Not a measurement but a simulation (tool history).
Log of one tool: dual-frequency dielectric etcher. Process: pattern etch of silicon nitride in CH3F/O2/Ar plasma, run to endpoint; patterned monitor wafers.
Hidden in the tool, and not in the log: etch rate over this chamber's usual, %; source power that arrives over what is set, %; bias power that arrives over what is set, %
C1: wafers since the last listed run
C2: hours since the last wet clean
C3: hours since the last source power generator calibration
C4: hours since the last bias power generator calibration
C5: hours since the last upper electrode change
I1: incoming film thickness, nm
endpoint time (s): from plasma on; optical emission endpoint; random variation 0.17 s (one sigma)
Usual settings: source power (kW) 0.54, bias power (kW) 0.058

run 1 hour=0 | source_power_(kW)=0.54 bias_power_(kW)=0.058 | C1=0 C2=334.7 C3=3311 C4=2033 C5=4984.2 | I1=36.93 | endpoint_time_(s)=56.2
run 2 hour=29.2 | source_power_(kW)=0.45 bias_power_(kW)=0.066 | C1=259 C2=363.9 C3=3340.2 C4=2062.2 C5=5013.4 | I1=36.57 | endpoint_time_(s)=58.2
run 3 hour=46 | source_power_(kW)=0.54 bias_power_(kW)=0.058 | C1=149 C2=380.7 C3=3357 C4=2079 C5=5030.2 | I1=37.09 | endpoint_time_(s)=56.7
run 4 hour=60.7 | source_power_(kW)=0.54 bias_power_(kW)=0.058 | C1=130 C2=395.4 C3=3371.7 C4=2093.7 C5=5044.9 | I1=36.21 | endpoint_time_(s)=55.8
run 5 hour=76.1 | source_power_(kW)=0.54 bias_power_(kW)=0.058 | C1=136 C2=410.8 C3=3387.1 C4=2109.1 C5=5060.3 | I1=37.57 | endpoint_time_(s)=57.9
run 6 hour=98.1 | source_power_(kW)=0.54 bias_power_(kW)=0.058 | C1=195 C2=432.8 C3=3409.1 C4=2131.1 C5=5082.3 | I1=36.91 | endpoint_time_(s)=56.8
run 7 hour=124.1 | source_power_(kW)=0.5 bias_power_(kW)=0.058 | C1=230 C2=458.8 C3=3435.1 C4=2157.1 C5=5108.3 | I1=36.97 | endpoint_time_(s)=58.7
-- hour=160.3 wet clean of the chamber
-- hour=166.3 upper electrode replaced
run 8 hour=166.8 | source_power_(kW)=0.5 bias_power_(kW)=0.058 | C1=112 C2=6.5 C3=3477.8 C4=2199.8 C5=0.5 | I1=37.36 | endpoint_time_(s)=57.8
run 9 hour=167.2 | source_power_(kW)=0.54 bias_power_(kW)=0.058 | C1=3 C2=6.9 C3=3478.2 C4=2200.2 C5=0.9 | I1=36.54 | endpoint_time_(s)=55
-- hour=174.9 source power generator calibrated
run 10 hour=182.5 | source_power_(kW)=0.54 bias_power_(kW)=0.058 | C1=100 C2=22.2 C3=7.6 C4=2215.5 C5=16.2 | I1=36.64 | endpoint_time_(s)=54.8
-- hour=194 bias power generator calibrated
run 11 hour=209 | source_power_(kW)=0.54 bias_power_(kW)=0.058 | C1=199 C2=48.7 C3=34.1 C4=15 C5=42.7 | I1=36.62 | endpoint_time_(s)=55.1
run 12 hour=236.1 | source_power_(kW)=0.61 bias_power_(kW)=0.058 | C1=240 C2=75.8 C3=61.2 C4=42.1 C5=69.8 | I1=36.87 | endpoint_time_(s)=53.3
run 13 hour=265.4 | source_power_(kW)=0.44 bias_power_(kW)=0.048 | C1=259 C2=105.1 C3=90.5 C4=71.4 C5=99.1 | I1=37 | endpoint_time_(s)=63

The next listed run, before its measurement:
run 14 hour=294.2 | source_power_(kW)=0.54 bias_power_(kW)=0.053 | C1=255 C2=133.9 C3=119.3 C4=100.2 C5=127.9 | I1=37.16 | endpoint_time_(s)=?

Run 14 gave endpoint time (s) 57.7.
Without the tool's hidden state the same run would have given endpoint time (s) 57.
